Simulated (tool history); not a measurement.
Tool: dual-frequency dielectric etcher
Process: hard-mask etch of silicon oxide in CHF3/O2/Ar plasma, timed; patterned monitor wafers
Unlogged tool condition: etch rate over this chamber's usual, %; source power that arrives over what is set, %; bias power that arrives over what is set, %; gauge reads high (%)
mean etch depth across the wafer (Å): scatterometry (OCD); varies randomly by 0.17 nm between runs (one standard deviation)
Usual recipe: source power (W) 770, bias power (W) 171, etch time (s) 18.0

run	day	source power (W)	bias power (W)	etch time (s)	wafers since the last listed run	hours since the last wet clean	hours since the last source power generator calibration	hours since the last bias power generator calibration	hours since the last upper electrode change	hours since the gauge calibration	read-back reference wafer on the same gauge, depth_nm	mean etch depth across the wafer (Å)
1	0.000	690	171	18.0	0	505.8	1900.3	1005.5	1457.1	463.0	32.87	321.7
# day 1.488: wet clean of the chamber
2	2.825	690	171	18.0	412	32.1	1968.1	1073.3	1524.9	530.8	32.78	315.0
3	4.933	690	171	18.0	476	82.7	2018.7	1123.9	1575.5	581.4	32.79	316.0
4	7.088	770	171	18.0	486	134.4	2070.4	1175.6	1627.2	633.1	32.78	338.6
# day 8.588: gauge calibrated
5	9.846	770	171	18.0	623	200.6	2136.6	1241.8	1693.4	30.2	32.82	334.9
6	12.750	770	171	20.0	656	270.3	2206.3	1311.5	1763.1	99.9	32.80	374.7
7	13.925	770	171	18.0	265	298.5	2234.5	1339.7	1791.3	128.1	32.78	339.2
8	15.029	770	171	18.0	249	325.0	2261.0	1366.2	1817.8	154.6	32.84	337.4
9	16.075	770	171	18.0	236	350.1	2286.1	1391.3	1842.9	179.7	32.76	342.9
10	17.729	770	171	18.0	373	389.8	2325.8	1431.0	1882.6	219.4	32.78	342.5
# day 18.712: source power generator calibrated
11	19.092	770	171	18.0	270	422.5	9.1	1463.7	1915.3	252.1	32.76	342.1
# day 21.158: wet clean of the chamber
# day 21.921: upper electrode replaced
12	21.942	920	210	23.0	246	18.8	77.5	1532.1	0.5	320.5	32.80	508.2
# day 26.296: bias power generator calibrated
13	28.788	930	171	18.0	1509	183.1	241.8	59.8	164.8	484.8	32.84	374.3
# day 30.000: gauge calibrated
14	32.500	770	171	23.5	839	272.2	330.9	148.9	253.9	60.0	32.81	443.8
15	33.746	770	159	18.0	281	302.1	360.8	178.8	283.8	89.9	32.80	330.0
16	35.308	640	204	18.0	353	339.6	398.3	216.3	321.3	127.4	32.80	327.6
17	36.371	770	171	12.5	240	365.1	423.8	241.8	346.8	152.9	32.80	235.2
18	37.617	770	171	19.5	281	395.0	453.7	271.7	376.7	182.8	32.76	369.1
19	39.004	620	171	13.0	313	428.3	487.0	305.0	410.0	216.1	32.80	216.6

Branching from run 19: 3 alternative next runs. What would each branch give?
A	39.021	770	171	21.5	3	428.7	487.4	305.4	410.4	216.5	?	?
B	39.021	690	171	15.5	3	428.7	487.4	305.4	410.4	216.5	?	?
C	39.021	770	203	18.0	3	428.7	487.4	305.4	410.4	216.5	?	?

run	read-back reference wafer on the same gauge, depth_nm	mean etch depth across the wafer (Å)
A	32.75	407.6
B	32.75	276.7
C	32.75	365.2
With the hidden condition removed and each run's random variation left untouched, the same runs would have given:
run	mean etch depth across the wafer (Å)
A	398.1
B	270.2
C	356.6

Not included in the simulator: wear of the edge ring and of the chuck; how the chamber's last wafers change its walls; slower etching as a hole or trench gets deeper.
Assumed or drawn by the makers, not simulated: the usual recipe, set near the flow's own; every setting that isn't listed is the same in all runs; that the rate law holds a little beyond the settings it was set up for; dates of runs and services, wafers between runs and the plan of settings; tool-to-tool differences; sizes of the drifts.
